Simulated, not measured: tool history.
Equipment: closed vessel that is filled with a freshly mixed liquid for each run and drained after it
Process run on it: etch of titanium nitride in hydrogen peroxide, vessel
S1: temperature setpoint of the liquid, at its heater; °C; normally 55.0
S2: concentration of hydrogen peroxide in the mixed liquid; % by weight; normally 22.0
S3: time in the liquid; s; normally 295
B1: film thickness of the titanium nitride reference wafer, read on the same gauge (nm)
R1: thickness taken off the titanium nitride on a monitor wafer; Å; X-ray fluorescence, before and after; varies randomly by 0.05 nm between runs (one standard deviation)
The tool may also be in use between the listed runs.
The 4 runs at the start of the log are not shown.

run 5 hour=75.2 | S1=55.0 S2=22.0 S3=295 | B1=40.05 | R1=125.7
run 6 hour=99.5 | S1=55.0 S2=22.0 S3=295 | B1=40.02 | R1=125.3
run 7 hour=117.0 | S1=55.0 S2=22.0 S3=295 | B1=40.01 | R1=124.7
run 8 hour=129.7 | S1=55.0 S2=22.0 S3=355 | B1=39.98 | R1=151.8
run 9 hour=162.7 | S1=55.0 S2=22.0 S3=185 | B1=39.98 | R1=78.8
run 10 hour=192.3 | S1=64.5 S2=17.0 S3=245 | B1=40.03 | R1=188.4
-- hour=214.0 peroxide flow meter replaced
run 11 hour=219.2 | S1=58.0 S2=24.0 S3=365 | B1=39.98 | R1=190.8
run 12 hour=254.4 | S1=49.5 S2=19.5 S3=160 | B1=40.04 | R1=43.8
run 13 hour=269.5 | S1=55.0 S2=22.0 S3=295 | B1=40.03 | R1=123.0
run 14 hour=291.7 | S1=50.5 S2=22.0 S3=295 | B1=39.98 | R1=89.2
run 15 hour=305.9 | S1=55.0 S2=22.0 S3=295 | B1=39.98 | R1=122.7
run 16 hour=322.1 | S1=55.0 S2=22.0 S3=295 | B1=40.00 | R1=122.5
run 17 hour=347.5 | S1=59.5 S2=22.0 S3=295 | B1=39.99 | R1=167.7
run 18 hour=374.3 | S1=52.0 S2=16.5 S3=440 | B1=40.00 | R1=140.2
run 19 hour=408.9 | S1=49.5 S2=16.0 S3=215 | B1=40.01 | R1=57.0
-- hour=441.5 new drum of peroxide connected
run 20 hour=442.0 | S1=55.0 S2=28.0 S3=360 | B1=40.06 | R1=160.4
run 21 hour=459.2 | S1=55.0 S2=28.0 S3=435 | B1=40.03 | R1=194.3
run 22 hour=477.2 | S1=58.5 S2=18.0 S3=250 | B1=40.01 | R1=130.0
run 23 hour=489.3 | S1=55.0 S2=22.0 S3=295 | B1=40.06 | R1=124.7

Estimate the outcome of run 24 from the log above:
run 24 hour=517.6 | S1=55.0 S2=16.5 S3=225 | B1=? | R1=?

{"run 24": {"B1": 39.98, "R1": 89.7}}
Without the tool's hidden state the same run would have given R1 89.4 Å.
